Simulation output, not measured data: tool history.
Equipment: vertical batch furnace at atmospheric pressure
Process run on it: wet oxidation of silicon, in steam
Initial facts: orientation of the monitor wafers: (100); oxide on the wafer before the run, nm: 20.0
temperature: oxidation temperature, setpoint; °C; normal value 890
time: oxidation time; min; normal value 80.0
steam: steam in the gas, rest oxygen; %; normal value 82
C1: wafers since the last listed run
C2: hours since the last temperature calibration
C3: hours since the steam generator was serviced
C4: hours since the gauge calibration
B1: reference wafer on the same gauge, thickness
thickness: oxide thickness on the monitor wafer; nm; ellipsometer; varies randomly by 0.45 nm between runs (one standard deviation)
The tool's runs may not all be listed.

run 1 hour=0.0 | temperature=890 time=80.0 steam=82 | C1=0 C2=2394.3 C3=2511.3 C4=1233.7 | B1=157.03 | thickness=159.34
run 2 hour=63.8 | temperature=890 time=59.0 steam=82 | C1=514 C2=2458.1 C3=2575.1 C4=1297.5 | B1=157.05 | thickness=125.50
run 3 hour=94.7 | temperature=890 time=80.0 steam=82 | C1=249 C2=2489.0 C3=2606.0 C4=1328.4 | B1=157.00 | thickness=159.46
run 4 hour=112.7 | temperature=890 time=80.0 steam=82 | C1=145 C2=2507.0 C3=2624.0 C4=1346.4 | B1=156.96 | thickness=160.26
run 5 hour=137.5 | temperature=890 time=80.0 steam=82 | C1=199 C2=2531.8 C3=2648.8 C4=1371.2 | B1=157.08 | thickness=160.20
run 6 hour=164.6 | temperature=890 time=80.0 steam=82 | C1=218 C2=2558.9 C3=2675.9 C4=1398.3 | B1=157.05 | thickness=159.36
run 7 hour=179.0 | temperature=890 time=68.5 steam=82 | C1=116 C2=2573.3 C3=2690.3 C4=1412.7 | B1=157.07 | thickness=141.32
-- hour=197.1 gauge calibrated
run 8 hour=213.8 | temperature=890 time=68.5 steam=82 | C1=280 C2=2608.1 C3=2725.1 C4=16.7 | B1=157.05 | thickness=140.86
run 9 hour=241.6 | temperature=890 time=68.5 steam=82 | C1=224 C2=2635.9 C3=2752.9 C4=44.5 | B1=157.04 | thickness=141.01
run 10 hour=257.1 | temperature=890 time=80.0 steam=82 | C1=124 C2=2651.4 C3=2768.4 C4=60.0 | B1=157.02 | thickness=159.17
run 11 hour=286.8 | temperature=890 time=80.0 steam=82 | C1=239 C2=2681.1 C3=2798.1 C4=89.7 | B1=157.00 | thickness=159.25
-- hour=329.1 steam generator serviced
-- hour=336.6 thermocouples replaced and temperature profile calibrated
run 12 hour=337.1 | temperature=890 time=80.0 steam=82 | C1=151 C2=0.5 C3=8.0 C4=140.0 | B1=157.02 | thickness=161.78
run 13 hour=350.0 | temperature=874 time=80.0 steam=89 | C1=103 C2=13.4 C3=20.9 C4=152.9 | B1=156.91 | thickness=140.29
run 14 hour=364.2 | temperature=874 time=80.0 steam=89 | C1=114 C2=27.6 C3=35.1 C4=167.1 | B1=157.02 | thickness=139.35
run 15 hour=386.3 | temperature=890 time=80.0 steam=82 | C1=178 C2=49.7 C3=57.2 C4=189.2 | B1=156.94 | thickness=162.03
run 16 hour=401.3 | temperature=881 time=42.5 steam=82 | C1=120 C2=64.7 C3=72.2 C4=204.2 | B1=156.99 | thickness=88.25
run 17 hour=429.8 | temperature=890 time=80.0 steam=82 | C1=229 C2=93.2 C3=100.7 C4=232.7 | B1=156.97 | thickness=161.49
run 18 hour=492.5 | temperature=890 time=80.0 steam=82 | C1=505 C2=155.9 C3=163.4 C4=295.4 | B1=157.05 | thickness=160.64
run 19 hour=505.8 | temperature=904 time=92.0 steam=78 | C1=107 C2=169.2 C3=176.7 C4=308.7 | B1=157.12 | thickness=206.41
run 20 hour=526.7 | temperature=890 time=80.0 steam=82 | C1=168 C2=190.1 C3=197.6 C4=329.6 | B1=157.01 | thickness=161.16

The next listed run, before its measurement:
run 21 hour=539.1 | temperature=890 time=118.5 steam=82 | C1=99 C2=202.5 C3=210.0 C4=342.0 | B1=? | thickness=?

Run 21 yielded B1 156.93, thickness 219.60 nm.
On a tool with no hidden condition, and with the same random variation, this run would have come out at thickness 224.32 nm.
